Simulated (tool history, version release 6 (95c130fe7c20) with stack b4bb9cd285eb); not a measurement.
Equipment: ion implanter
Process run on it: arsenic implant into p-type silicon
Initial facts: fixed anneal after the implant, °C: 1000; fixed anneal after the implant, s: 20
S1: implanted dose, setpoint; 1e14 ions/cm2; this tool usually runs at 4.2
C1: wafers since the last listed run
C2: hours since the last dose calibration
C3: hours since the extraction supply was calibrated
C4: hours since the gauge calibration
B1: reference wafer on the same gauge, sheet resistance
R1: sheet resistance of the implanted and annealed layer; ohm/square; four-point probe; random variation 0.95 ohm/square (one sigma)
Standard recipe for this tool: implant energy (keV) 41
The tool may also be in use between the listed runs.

run 1 hour=0 | S1=4.2 implant_energy_(keV)=41 | C1=0 C2=1253.2 C3=1890 C4=1775.2 | B1=239.3 | R1=215.06
run 2 hour=77.8 | S1=4.2 implant_energy_(keV)=41 | C1=807 C2=1331 C3=1967.8 C4=1853 | B1=238.76 | R1=216.62
-- hour=110.1 extraction supply calibrated
run 3 hour=138.7 | S1=4.2 implant_energy_(keV)=41 | C1=548 C2=1391.9 C3=28.6 C4=1913.9 | B1=238.87 | R1=213.96
run 4 hour=246.3 | S1=3.45 implant_energy_(keV)=41 | C1=1116 C2=1499.5 C3=136.2 C4=2021.5 | B1=239.09 | R1=249.59
run 5 hour=349.2 | S1=3.45 implant_energy_(keV)=41 | C1=1067 C2=1602.4 C3=239.1 C4=2124.4 | B1=238.92 | R1=248.8
run 6 hour=404.6 | S1=3.45 implant_energy_(keV)=41 | C1=574 C2=1657.8 C3=294.5 C4=2179.8 | B1=238.98 | R1=251.59
-- hour=461.6 Faraday cup replaced and dose calibrated
run 7 hour=684.5 | S1=4.2 implant_energy_(keV)=41 | C1=2820 C2=222.9 C3=574.4 C4=2459.7 | B1=239.12 | R1=208.96
run 8 hour=786.2 | S1=4.2 implant_energy_(keV)=41 | C1=1055 C2=324.6 C3=676.1 C4=2561.4 | B1=239.18 | R1=208.28
run 9 hour=825.6 | S1=4.2 implant_energy_(keV)=41 | C1=408 C2=364 C3=715.5 C4=2600.8 | B1=239.1 | R1=209.81
run 10 hour=887.7 | S1=4.2 implant_energy_(keV)=41 | C1=644 C2=426.1 C3=777.6 C4=2662.9 | B1=238.91 | R1=211.11
run 11 hour=980.4 | S1=4.2 implant_energy_(keV)=41 | C1=961 C2=518.8 C3=870.3 C4=2755.6 | B1=239.49 | R1=211.94
run 12 hour=1165.9 | S1=4.2 implant_energy_(keV)=41 | C1=1924 C2=704.3 C3=1055.8 C4=2941.1 | B1=239.03 | R1=210.34
run 13 hour=1433.6 | S1=4.2 implant_energy_(keV)=41 | C1=2777 C2=972 C3=1323.5 C4=3208.8 | B1=238.75 | R1=214.41
-- hour=1444.7 gauge calibrated
run 14 hour=1510.7 | S1=4.2 implant_energy_(keV)=41 | C1=799 C2=1049.1 C3=1400.6 C4=66 | B1=238.8 | R1=214.2
run 15 hour=1618.1 | S1=4.2 implant_energy_(keV)=41 | C1=1114 C2=1156.5 C3=1508 C4=173.4 | B1=239.14 | R1=212.7
run 16 hour=1715.7 | S1=4.2 implant_energy_(keV)=41 | C1=1012 C2=1254.1 C3=1605.6 C4=271 | B1=239.06 | R1=213.68
run 17 hour=1794.4 | S1=4.57 implant_energy_(keV)=55 | C1=816 C2=1332.8 C3=1684.3 C4=349.7 | B1=238.93 | R1=193.95
run 18 hour=1849.2 | S1=4.72 implant_energy_(keV)=41 | C1=568 C2=1387.6 C3=1739.1 C4=404.5 | B1=238.73 | R1=198.3
-- hour=1859.9 Faraday cup replaced and dose calibrated
run 19 hour=1892.5 | S1=5.21 implant_energy_(keV)=50 | C1=366 C2=32.6 C3=1782.4 C4=447.8 | B1=239.32 | R1=171.33
run 20 hour=1977 | S1=4.72 implant_energy_(keV)=41 | C1=876 C2=117.1 C3=1866.9 C4=532.3 | B1=238.91 | R1=189.82
run 21 hour=2030.4 | S1=4.84 implant_energy_(keV)=37 | C1=553 C2=170.5 C3=1920.3 C4=585.7 | B1=239.14 | R1=191.33
run 22 hour=2134.2 | S1=3.12 implant_energy_(keV)=28 | C1=1076 C2=274.3 C3=2024.1 C4=689.5 | B1=238.61 | R1=277.8
-- hour=2262.6 extraction supply calibrated
run 23 hour=2349.5 | S1=4.2 implant_energy_(keV)=41 | C1=2150 C2=489.6 C3=86.9 C4=904.8 | B1=239.03 | R1=209.68
run 24 hour=2424.6 | S1=4.57 implant_energy_(keV)=55 | C1=779 C2=564.7 C3=162 C4=979.9 | B1=239.44 | R1=189.58
run 25 hour=2489.3 | S1=5.17 implant_energy_(keV)=41 | C1=671 C2=629.4 C3=226.7 C4=1044.6 | B1=239.07 | R1=178.07
run 26 hour=2575.6 | S1=3.82 implant_energy_(keV)=47.5 | C1=895 C2=715.7 C3=313 C4=1130.9 | B1=239.09 | R1=222.97
run 27 hour=2641.4 | S1=3.63 implant_energy_(keV)=48.5 | C1=682 C2=781.5 C3=378.8 C4=1196.7 | B1=238.85 | R1=229.79
run 28 hour=2686.6 | S1=5.31 implant_energy_(keV)=45.5 | C1=468 C2=826.7 C3=424 C4=1241.9 | B1=239.06 | R1=174.56
run 29 hour=2734 | S1=4.72 implant_energy_(keV)=41 | C1=491 C2=874.1 C3=471.4 C4=1289.3 | B1=239.15 | R1=194.62
run 30 hour=2816.7 | S1=3.75 implant_energy_(keV)=41 | C1=857 C2=956.8 C3=554.1 C4=1372 | B1=238.97 | R1=231.87
run 31 hour=2855.2 | S1=4.2 implant_energy_(keV)=41 | C1=399 C2=995.3 C3=592.6 C4=1410.5 | B1=238.7 | R1=213.62
run 32 hour=2927 | S1=5.03 implant_energy_(keV)=54.5 | C1=744 C2=1067.1 C3=664.4 C4=1482.3 | B1=238.95 | R1=179.7
run 33 hour=2989.4 | S1=3.45 implant_energy_(keV)=30.5 | C1=647 C2=1129.5 C3=726.8 C4=1544.7 | B1=238.84 | R1=259.62

Same runs, no hidden state in the tool, same run-to-run variation:
Hidden state present: deviation of the true dose from the Faraday cup's reading, %; deviation of the true energy from its setpoint, %; gauge reads high (%).
run=1 R1=208.5
run=2 R1=209.59
run=3 R1=206.69
run=4 R1=240.56
run=5 R1=239.16
run=6 R1=241.49
run=7 R1=207.43
run=8 R1=206.22
run=9 R1=207.52
run=10 R1=208.48
run=11 R1=208.82
run=12 R1=206.26
run=13 R1=208.8
run=14 R1=208.18
run=15 R1=206.15
run=16 R1=206.57
run=17 R1=187.08
run=18 R1=190.98
run=19 R1=170.97
run=20 R1=189.01
run=21 R1=190.25
run=22 R1=275.56
run=23 R1=206.83
run=24 R1=186.63
run=25 R1=174.99
run=26 R1=218.7
run=27 R1=225.04
run=28 R1=170.65
run=29 R1=190.06
run=30 R1=226.04
run=31 R1=208
run=32 R1=174.59
run=33 R1=252

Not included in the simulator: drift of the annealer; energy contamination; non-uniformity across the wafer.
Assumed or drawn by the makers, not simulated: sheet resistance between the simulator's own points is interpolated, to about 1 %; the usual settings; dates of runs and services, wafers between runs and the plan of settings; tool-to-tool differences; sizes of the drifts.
